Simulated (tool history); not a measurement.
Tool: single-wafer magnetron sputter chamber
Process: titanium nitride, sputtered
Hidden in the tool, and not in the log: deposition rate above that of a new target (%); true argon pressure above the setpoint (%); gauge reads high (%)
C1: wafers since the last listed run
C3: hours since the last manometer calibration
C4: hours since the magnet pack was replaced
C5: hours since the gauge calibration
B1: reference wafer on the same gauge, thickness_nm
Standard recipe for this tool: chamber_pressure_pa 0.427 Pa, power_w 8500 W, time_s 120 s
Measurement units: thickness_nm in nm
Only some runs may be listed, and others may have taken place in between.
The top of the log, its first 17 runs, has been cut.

At day 43.821: sputter target and shields replaced.
Run 18, day 45.071: usual settings but time_s 128 s; C1 794; wafers on the sputter target 432; C3 73; C4 593.5; C5 270.3; B1 190.081. Result: thickness_nm 206.855 nm.
Run 19, day 51.204: usual settings; C1 2119; wafers on the sputter target 2552; C3 220.2; C4 740.7; C5 417.5; B1 190.039. Result: thickness_nm 193.246 nm.
Run 20, day 52.412: usual settings but power_w 10550 W, time_s 127 s; C1 417; wafers on the sputter target 2969; C3 249.2; C4 769.7; C5 446.5; B1 190.099. Result: thickness_nm 247.222 nm.
Run 21, day 53.6: usual settings; C1 410; wafers on the sputter target 3380; C3 277.7; C4 798.2; C5 475; B1 190.144. Result: thickness_nm 192.853 nm.
Run 22, day 56.458: usual settings but chamber_pressure_pa 0.568 Pa, power_w 6400 W, time_s 133 s; C1 987; wafers on the sputter target 4367; C3 346.3; C4 866.8; C5 543.6; B1 189.983. Result: thickness_nm 160.138 nm.
Run 23, day 57.471: usual settings; C1 349; wafers on the sputter target 4717; C3 370.6; C4 891.1; C5 567.9; B1 189.987. Result: thickness_nm 192.438 nm.
Run 24, day 59.417: usual settings but power_w 10000 W, time_s 113 s; C1 672; wafers on the sputter target 5390; C3 417.3; C4 937.8; C5 614.6; B1 189.965. Result: thickness_nm 209.578 nm.
Run 25, day 60.962: usual settings but chamber_pressure_pa 0.27 Pa, power_w 6900 W, time_s 139 s; C1 534; wafers on the sputter target 5924; C3 454.4; C4 974.9; C5 651.7; B1 190.004. Result: thickness_nm 195.071 nm.
Run 26, day 62: usual settings; C1 358; wafers on the sputter target 6282; C3 479.3; C4 999.8; C5 676.6; B1 190.029. Result: thickness_nm 193.15 nm.
Run 27, day 63.462: usual settings; C1 505; wafers on the sputter target 6788; C3 514.4; C4 1034.9; C5 711.7; B1 190.02. Result: thickness_nm 191.628 nm.
Run 28, day 65.542: usual settings but power_w 7050 W, time_s 99 s; C1 718; wafers on the sputter target 7506; C3 564.3; C4 1084.8; C5 761.6; B1 189.862. Result: thickness_nm 135.064 nm.

Forecast run 29:
At day 67.421: sputter target and shields replaced.
Run 29, day 68.121: usual settings but chamber_pressure_pa 0.373 Pa, power_w 10500 W, time_s 109 s; C1 776; wafers on the sputter target 242; C3 626.2; C4 1146.7; C5 823.5; B1 ?. Result: thickness_nm ?.

{"run 29": {"B1": 189.999, "thickness_nm": 217.076}}
With the hidden condition absent and the run-to-run variation left alone, this run would have shown thickness_nm 217.668 nm.

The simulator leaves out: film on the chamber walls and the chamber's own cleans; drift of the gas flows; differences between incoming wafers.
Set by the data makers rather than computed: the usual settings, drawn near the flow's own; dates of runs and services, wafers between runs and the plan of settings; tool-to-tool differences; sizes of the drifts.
